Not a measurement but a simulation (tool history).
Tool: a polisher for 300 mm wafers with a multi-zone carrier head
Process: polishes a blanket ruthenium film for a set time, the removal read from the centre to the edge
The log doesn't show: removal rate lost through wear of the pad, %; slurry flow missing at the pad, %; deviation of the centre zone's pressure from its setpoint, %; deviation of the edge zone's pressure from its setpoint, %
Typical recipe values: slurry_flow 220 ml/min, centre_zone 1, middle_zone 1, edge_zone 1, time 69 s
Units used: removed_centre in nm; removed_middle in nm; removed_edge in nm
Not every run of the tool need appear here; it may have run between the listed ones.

run   hour  slurry_flow  centre_zone  middle_zone  edge_zone  time  wafers since the last listed run  wafers polished on this pad  hours since the slurry nozzle was cleaned  hours since the centre zone pressure was calibrated  hours since the edge zone pressure was calibrated  hours since the carrier head's membrane was replaced  incoming thickness of the incoming film, nm  removed_centre  removed_middle  removed_edge
  1      0          220            1            1          1    69                                 0                          299                                        394                                                944.7                                              460.3                                                1115.4                                        280.4            57.7            59.1          60.2
  2    7.9          220            1            1          1    69                                97                          397                                      401.9                                                952.6                                              468.2                                                1123.3                                        276.5            57.7            58.9          58.6
  3   19.4          220            1            1          1    69                               142                          540                                      413.4                                                964.1                                              479.7                                                1134.8                                        281.5            57.4            56.7          59.9
  4   29.5          240            1            1          1    69                               125                          665                                      423.5                                                974.2                                              489.8                                                1144.9                                        279.4            58.3            58.8          59.3
  5   44.7          240            1            1          1    69                               188                          854                                      438.7                                                989.4                                                505                                                1160.1                                        282.3            56.8            57.5          59.7
  6   59.5          240            1            1          1    69                               183                         1037                                      453.5                                               1004.2                                              519.8                                                1174.9                                        277.7            56.7            57.1          58.5
  7   69.1          220            1         0.96          1    69                               119                         1157                                      463.1                                               1013.8                                              529.4                                                1184.5                                        278.6            55.3            54.7          58.3
      79.3  -- worn pad replaced by a new one
        81  -- edge zone pressure recalibrated
  8   81.5          220            1         0.96          1    69                                83                            5                                      475.5                                               1026.2                                                0.5                                                1196.9                                        278.8            59.7              59          62.2
      94.8  -- carrier head's membrane replaced by a new one
  9   95.3          220         0.89            1          1    69                               109                          115                                      489.3                                                 1040                                               14.3                                                   0.5                                        283.6            51.9            58.1          61.3
     100.3  -- slurry nozzle cleaned
 10  100.8          220            1         0.92          1    69                                55                          170                                        0.5                                               1045.5                                               19.8                                                     6                                        277.6            65.6            61.7          65.3
     103.1  -- centre zone pressure recalibrated
 11  112.8          220         1.09         1.12          1    69                               124                          295                                       12.5                                                  9.7                                               31.8                                                    18                                        279.9            69.9            69.1          63.9
 12  128.8          160         0.91            1          1    69                               198                          493                                       28.5                                                 25.7                                               47.8                                                    34                                        276.4            53.6            59.9          60.1
 13  145.1          220            1            1          1    69                               202                          695                                       44.8                                                   42                                               64.1                                                  50.3                                        278.7            61.9            62.1          62.4
 14  154.3          220            1            1          1    69                               114                          809                                         54                                                 51.2                                               73.3                                                  59.5                                          274            62.1              62          61.9
 15  160.8          220            1            1          1    69                                80                          890                                       60.5                                                 57.7                                               79.8                                                    66                                        280.6            61.6            62.3          60.8
     166.7  -- worn pad replaced by a new one
 16  173.8          285            1         1.08          1    58                               111                           88                                       73.5                                                 70.7                                               92.8                                                    79                                          278            56.5            58.7            56
 17  186.9          220            1            1       1.07    69                               162                          250                                       86.6                                                 83.8                                              105.9                                                  92.1                                        279.1            63.2            63.3          65.3

Here are 3 independent what-if runs from the current tool condition. What would each one return?
  A  187.3          220            1            1          1    82                                 4                          255                                         87                                                 84.2                                              106.3                                                  92.5                                        283.3               ?               ?             ?
  B  187.3          220            1         0.93          1    55                                 4                          255                                         87                                                 84.2                                              106.3                                                  92.5                                        283.3               ?               ?             ?
  C  187.3          220            1            1       1.08    69                                 4                          255                                         87                                                 84.2                                              106.3                                                  92.5                                        283.3               ?               ?             ?

run  removed_centre  removed_middle  removed_edge
  A            74.6            74.7          76.2
  B              50            47.7          51.2
  C            62.8            62.8          66.6
Take away the tool's hidden state, keep each run's random variation, and the runs would have read:
run  removed_centre  removed_middle  removed_edge
  A            80.2              80            81
  B            53.8            51.1          54.4
  C            67.5            67.3          70.8
